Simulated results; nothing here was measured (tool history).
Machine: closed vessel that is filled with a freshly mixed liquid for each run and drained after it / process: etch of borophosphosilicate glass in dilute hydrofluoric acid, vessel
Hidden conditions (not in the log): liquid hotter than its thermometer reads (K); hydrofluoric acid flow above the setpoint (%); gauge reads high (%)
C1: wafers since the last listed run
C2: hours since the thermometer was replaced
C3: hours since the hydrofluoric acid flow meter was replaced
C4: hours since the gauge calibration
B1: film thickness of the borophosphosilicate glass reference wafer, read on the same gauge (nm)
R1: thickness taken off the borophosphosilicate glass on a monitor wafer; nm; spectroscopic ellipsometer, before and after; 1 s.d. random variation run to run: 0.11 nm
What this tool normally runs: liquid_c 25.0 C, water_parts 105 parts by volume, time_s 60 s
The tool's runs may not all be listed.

{"run": 1, "day": 0.0, "liquid_c": 23.0, "water_parts": 105, "time_s": 60, "C1": 0, "C2": 1031.8, "C3": 350.5, "C4": 1174.7, "B1": 136.51, "R1": 21.78}
{"day": 0.996, "done": "gauge calibrated"}
{"day": 2.075, "done": "thermometer replaced"}
{"run": 2, "day": 3.308, "liquid_c": 25.0, "water_parts": 105, "time_s": 60, "C1": 6671, "C2": 29.6, "C3": 429.9, "C4": 55.5, "B1": 129.8, "R1": 22.56}
{"run": 3, "day": 13.017, "liquid_c": 25.0, "water_parts": 105, "time_s": 80, "C1": 19827, "C2": 262.6, "C3": 662.9, "C4": 288.5, "B1": 130.22, "R1": 30.24}
{"run": 4, "day": 16.062, "liquid_c": 25.0, "water_parts": 105, "time_s": 80, "C1": 6220, "C2": 335.7, "C3": 736.0, "C4": 361.6, "B1": 130.46, "R1": 30.38}
{"run": 5, "day": 20.412, "liquid_c": 25.0, "water_parts": 105, "time_s": 80, "C1": 8884, "C2": 440.1, "C3": 840.4, "C4": 466.0, "B1": 130.91, "R1": 30.45}
{"day": 21.883, "done": "hydrofluoric acid flow meter replaced"}
{"run": 6, "day": 23.246, "liquid_c": 25.0, "water_parts": 105, "time_s": 60, "C1": 5701, "C2": 508.1, "C3": 32.7, "C4": 534.0, "B1": 131.19, "R1": 23.09}
{"run": 7, "day": 24.858, "liquid_c": 25.0, "water_parts": 105, "time_s": 60, "C1": 3293, "C2": 546.8, "C3": 71.4, "C4": 572.7, "B1": 131.4, "R1": 23.02}
{"run": 8, "day": 33.812, "liquid_c": 25.0, "water_parts": 105, "time_s": 60, "C1": 18287, "C2": 761.7, "C3": 286.3, "C4": 787.6, "B1": 132.82, "R1": 23.26}
{"run": 9, "day": 37.342, "liquid_c": 25.0, "water_parts": 105, "time_s": 60, "C1": 7207, "C2": 846.4, "C3": 371.0, "C4": 872.3, "B1": 133.52, "R1": 23.59}
{"run": 10, "day": 39.871, "liquid_c": 21.0, "water_parts": 105, "time_s": 60, "C1": 5165, "C2": 907.1, "C3": 431.7, "C4": 933.0, "B1": 134.03, "R1": 19.92}
{"run": 11, "day": 42.358, "liquid_c": 25.0, "water_parts": 105, "time_s": 60, "C1": 5080, "C2": 966.8, "C3": 491.4, "C4": 992.7, "B1": 134.61, "R1": 23.51}
{"day": 43.492, "done": "gauge calibrated"}
{"day": 43.575, "done": "thermometer replaced"}
{"run": 12, "day": 45.129, "liquid_c": 29.5, "water_parts": 65, "time_s": 80, "C1": 5573, "C2": 37.3, "C3": 557.9, "C4": 39.3, "B1": 129.58, "R1": 61.48}
{"run": 13, "day": 48.758, "liquid_c": 25.0, "water_parts": 150, "time_s": 90, "C1": 7411, "C2": 124.4, "C3": 645.0, "C4": 126.4, "B1": 129.68, "R1": 22.43}
{"run": 14, "day": 51.354, "liquid_c": 29.0, "water_parts": 105, "time_s": 70, "C1": 5301, "C2": 186.7, "C3": 707.3, "C4": 188.7, "B1": 129.76, "R1": 31.22}
{"day": 51.95, "done": "hydrofluoric acid flow meter replaced"}
{"run": 15, "day": 55.312, "liquid_c": 29.0, "water_parts": 105, "time_s": 60, "C1": 7999, "C2": 281.7, "C3": 80.7, "C4": 283.7, "B1": 129.98, "R1": 26.61}
{"run": 16, "day": 59.175, "liquid_c": 25.0, "water_parts": 105, "time_s": 75, "C1": 7888, "C2": 374.4, "C3": 173.4, "C4": 376.4, "B1": 130.27, "R1": 28.21}
{"run": 17, "day": 62.988, "liquid_c": 28.5, "water_parts": 155, "time_s": 60, "C1": 7786, "C2": 465.9, "C3": 264.9, "C4": 467.9, "B1": 130.69, "R1": 16.58}

What if the next run were any one of these 4? Each begins from the tool's condition after run 17:
{"run": "A", "day": 63.017, "liquid_c": 25.0, "water_parts": 105, "time_s": 60, "C1": 59, "C2": 466.6, "C3": 265.6, "C4": 468.6, "B1": "?", "R1": "?"}
{"run": "B", "day": 63.017, "liquid_c": 30.0, "water_parts": 105, "time_s": 60, "C1": 59, "C2": 466.6, "C3": 265.6, "C4": 468.6, "B1": "?", "R1": "?"}
{"run": "C", "day": 63.017, "liquid_c": 25.0, "water_parts": 105, "time_s": 85, "C1": 59, "C2": 466.6, "C3": 265.6, "C4": 468.6, "B1": "?", "R1": "?"}
{"run": "D", "day": 63.017, "liquid_c": 20.5, "water_parts": 105, "time_s": 80, "C1": 59, "C2": 466.6, "C3": 265.6, "C4": 468.6, "B1": "?", "R1": "?"}

run=A B1=130.66 R1=22.72
run=B B1=130.66 R1=27.50
run=C B1=130.66 R1=32.18
run=D B1=130.66 R1=25.31
Stripped of hidden state, with their random variation kept, the same runs would have yielded:
run=A R1=22.60
run=B R1=27.36
run=C R1=32.02
run=D R1=25.18
